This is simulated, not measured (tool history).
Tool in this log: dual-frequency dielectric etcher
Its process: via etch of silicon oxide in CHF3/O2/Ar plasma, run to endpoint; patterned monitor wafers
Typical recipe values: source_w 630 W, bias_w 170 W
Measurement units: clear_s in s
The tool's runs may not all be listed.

run    hour  source_w  bias_w  incoming incoming film thickness, nm  clear_s
  1       0       760     170                                 577.7    271.9
  2    74.1       630     170                                   582    294.9
      100.3  -- wet clean of the chamber
  3   167.5       630     170                                 578.7    295.3
  4   219.5       630     170                                 580.3    294.6
  5   257.2       630     170                                 579.3    292.8
  6   322.9       500     170                                 571.1    317.9
  7   380.8       630     170                                 576.6    291.9
  8   434.6       630     170                                 574.7      291
  9   498.7       630     170                                 576.1    289.8
      558.3  -- upper electrode replaced
 10   558.8       500     183                                 583.2    313.5
 11   627.3       630     170                                 576.2    289.1
      643.6  -- bias power generator calibrated
      669.1  -- wet clean of the chamber
 12   729.7       630     170                                 582.2    297.1
 13   798.6       630     170                                 578.7    294.8
 14     877       630     170                                 581.1      295
 15   941.1       710     150                                 575.9    291.4
 16  1041.5       720     137                                 576.1    299.3
 17  1121.2       780     170                                 578.7      270
 18  1187.4       630     170                                 575.6    289.6
 19  1264.9       630     202                                 582.2      274
       1300  -- wet clean of the chamber
 20    1331       630     170                                 578.8    293.3
     1372.9  -- source power generator calibrated
 21  1414.3       630     210                                 576.2    274.4
 22  1490.5       790     151                                 582.2    286.8
 23  1567.1       630     199                                 583.3    284.4
 24  1672.5       720     129                                 576.6    310.9
 25  1780.3       500     148                                 583.3    345.5
 26  1846.4       710     170                                 573.5    280.3
     1884.1  -- wet clean of the chamber
 27  1945.1       700     170                                 582.9    287.5
 28  2049.5       570     202                                 574.1    281.9
 29    2088       630     170                                 579.7    295.5
 30  2158.5       630     200                                 581.4    279.9
 31    2262       510     130                                 575.6    352.4
 32  2316.4       630     170                                   580    297.8
     2325.7  -- bias power generator calibrated
     2375.5  -- wet clean of the chamber
 33  2416.7       550     159                                 575.5    316.9
     2520.5  -- upper electrode replaced
 34    2521       630     170                                 576.7    295.5

What if the next run were any one of these 5? Each begins from the tool's condition after run 34:
  A  2521.5       630     209                                 576.1        ?
  B  2521.5       540     196                                 576.1        ?
  C  2521.5       630     192                                 576.1        ?
  D  2521.5       530     195                                 576.1        ?
  E  2521.5       760     135                                 576.1        ?

run  clear_s
  A    270.3
  B      294
  C    279.5
  D    296.7
  E    297.8
What these runs would have given with no unlogged condition in the tool:
run  clear_s
  A    274.3
  B    298.3
  C    283.6
  D      301
  E    302.3
